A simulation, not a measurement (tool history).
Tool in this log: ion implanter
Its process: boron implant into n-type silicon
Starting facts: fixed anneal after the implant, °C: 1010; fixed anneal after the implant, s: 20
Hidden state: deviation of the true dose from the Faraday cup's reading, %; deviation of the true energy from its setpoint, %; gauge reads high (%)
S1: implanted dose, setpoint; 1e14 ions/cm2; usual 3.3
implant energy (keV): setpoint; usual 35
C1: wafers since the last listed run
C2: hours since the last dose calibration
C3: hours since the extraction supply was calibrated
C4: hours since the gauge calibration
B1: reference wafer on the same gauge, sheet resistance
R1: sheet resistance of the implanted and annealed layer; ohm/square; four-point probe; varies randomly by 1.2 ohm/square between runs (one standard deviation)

run 1 day=0 | S1=3.3 implant_energy_(keV)=35 | C1=0 C2=144.1 C3=3491.6 C4=803.5 | B1=346.3 | R1=309.98
run 2 day=1.708 | S1=3.3 implant_energy_(keV)=35 | C1=937 C2=185.1 C3=3532.6 C4=844.5 | B1=346.03 | R1=311.28
run 3 day=3.454 | S1=3.3 implant_energy_(keV)=35 | C1=957 C2=227 C3=3574.5 C4=886.4 | B1=346.04 | R1=313.74
run 4 day=5.021 | S1=3.3 implant_energy_(keV)=35 | C1=859 C2=264.6 C3=3612.1 C4=924 | B1=345.68 | R1=311.73
run 5 day=6.825 | S1=2.69 implant_energy_(keV)=28.5 | C1=989 C2=307.9 C3=3655.4 C4=967.3 | B1=345.84 | R1=372.55
run 6 day=10.412 | S1=2.69 implant_energy_(keV)=28.5 | C1=1967 C2=394 C3=3741.5 C4=1053.4 | B1=346.19 | R1=372.79
run 7 day=14.538 | S1=3.3 implant_energy_(keV)=35 | C1=2262 C2=493 C3=3840.5 C4=1152.4 | B1=345.42 | R1=309.04
run 8 day=18.246 | S1=3.79 implant_energy_(keV)=28 | C1=2034 C2=582 C3=3929.5 C4=1241.4 | B1=345.97 | R1=283.12
run 9 day=20.696 | S1=3.79 implant_energy_(keV)=28 | C1=1343 C2=640.8 C3=3988.3 C4=1300.2 | B1=345.86 | R1=281.62
run 10 day=22.575 | S1=3.79 implant_energy_(keV)=28 | C1=1030 C2=685.9 C3=4033.4 C4=1345.3 | B1=346.14 | R1=282.43
run 11 day=24.788 | S1=3.3 implant_energy_(keV)=35 | C1=1213 C2=739 C3=4086.5 C4=1398.4 | B1=345.29 | R1=306.02
run 12 day=30.825 | S1=3.3 implant_energy_(keV)=35 | C1=3311 C2=883.9 C3=4231.4 C4=1543.3 | B1=345.76 | R1=304.32
run 13 day=33.754 | S1=3.3 implant_energy_(keV)=35 | C1=1606 C2=954.2 C3=4301.7 C4=1613.6 | B1=346.03 | R1=300.36
-- day=35.446 gauge calibrated
run 14 day=36.508 | S1=3.3 implant_energy_(keV)=31 | C1=1510 C2=1020.3 C3=4367.8 C4=25.5 | B1=345.73 | R1=304.19
-- day=38.396 Faraday cup replaced and dose calibrated
run 15 day=39.767 | S1=2.86 implant_energy_(keV)=35 | C1=1604 C2=32.9 C3=4446 C4=103.7 | B1=345.86 | R1=348.74
run 16 day=42.975 | S1=2.69 implant_energy_(keV)=28.5 | C1=1759 C2=109.9 C3=4523 C4=180.7 | B1=346.52 | R1=373.12
run 17 day=47.133 | S1=2.78 implant_energy_(keV)=30.5 | C1=2280 C2=209.7 C3=4622.8 C4=280.5 | B1=345.78 | R1=361.97
run 18 day=51.521 | S1=2.78 implant_energy_(keV)=35 | C1=2406 C2=315 C3=4728.1 C4=385.8 | B1=346.37 | R1=359.16
run 19 day=54.583 | S1=2.64 implant_energy_(keV)=35 | C1=1679 C2=388.5 C3=4801.6 C4=459.3 | B1=345.44 | R1=370.35
-- day=56.242 extraction supply calibrated
run 20 day=58.888 | S1=3.3 implant_energy_(keV)=42 | C1=2178 C2=491.8 C3=63.5 C4=562.6 | B1=345.54 | R1=301.9
run 21 day=60.442 | S1=2.48 implant_energy_(keV)=24.5 | C1=852 C2=529.1 C3=100.8 C4=599.9 | B1=345.87 | R1=400.94
run 22 day=64.717 | S1=3.3 implant_energy_(keV)=35 | C1=2344 C2=631.7 C3=203.4 C4=702.5 | B1=346.04 | R1=306.46
run 23 day=66.708 | S1=4.2 implant_energy_(keV)=30 | C1=1092 C2=679.5 C3=251.2 C4=750.3 | B1=345.81 | R1=256.83
run 24 day=68.871 | S1=3.3 implant_energy_(keV)=39.5 | C1=1186 C2=731.4 C3=303.1 C4=802.2 | B1=346.16 | R1=301.63
run 25 day=70.6 | S1=3.3 implant_energy_(keV)=35 | C1=948 C2=772.9 C3=344.6 C4=843.7 | B1=345.85 | R1=303.79
run 26 day=74.221 | S1=3.3 implant_energy_(keV)=26 | C1=1986 C2=859.8 C3=431.5 C4=930.6 | B1=346 | R1=313.29
-- day=78.412 Faraday cup replaced and dose calibrated
run 27 day=78.667 | S1=4.26 implant_energy_(keV)=41 | C1=2255 C2=6.1 C3=538.2 C4=1037.3 | B1=346.37 | R1=249.59
run 28 day=80.579 | S1=4.27 implant_energy_(keV)=35 | C1=1049 C2=52 C3=584.1 C4=1083.2 | B1=345.89 | R1=251.16
run 29 day=83.279 | S1=3.68 implant_energy_(keV)=41.5 | C1=1481 C2=116.8 C3=648.9 C4=1148 | B1=346.25 | R1=280.07
run 30 day=85.062 | S1=3.3 implant_energy_(keV)=24 | C1=978 C2=159.6 C3=691.7 C4=1190.8 | B1=346.3 | R1=323.4

Below are 5 alternative next runs, each starting from the tool's condition after run 30. Predict each:
run A day=85.079 | S1=3.93 implant_energy_(keV)=35 | C1=9 C2=160 C3=692.1 C4=1191.2 | B1=? | R1=?
run B day=85.079 | S1=2.66 implant_energy_(keV)=35 | C1=9 C2=160 C3=692.1 C4=1191.2 | B1=? | R1=?
run C day=85.079 | S1=2.52 implant_energy_(keV)=35 | C1=9 C2=160 C3=692.1 C4=1191.2 | B1=? | R1=?
run D day=85.079 | S1=4.05 implant_energy_(keV)=40.5 | C1=9 C2=160 C3=692.1 C4=1191.2 | B1=? | R1=?
run E day=85.079 | S1=3.68 implant_energy_(keV)=45 | C1=9 C2=160 C3=692.1 C4=1191.2 | B1=? | R1=?

run=A B1=345.61 R1=272
run=B B1=345.61 R1=370.81
run=C B1=345.61 R1=386.72
run=D B1=345.61 R1=261.43
run=E B1=345.61 R1=279.16
The same runs, with their run-to-run variation unchanged, on a tool lacking any hidden condition would have given:
run=A R1=273.23
run=B R1=372.43
run=C R1=388.4
run=D R1=262.61
run=E R1=280.41
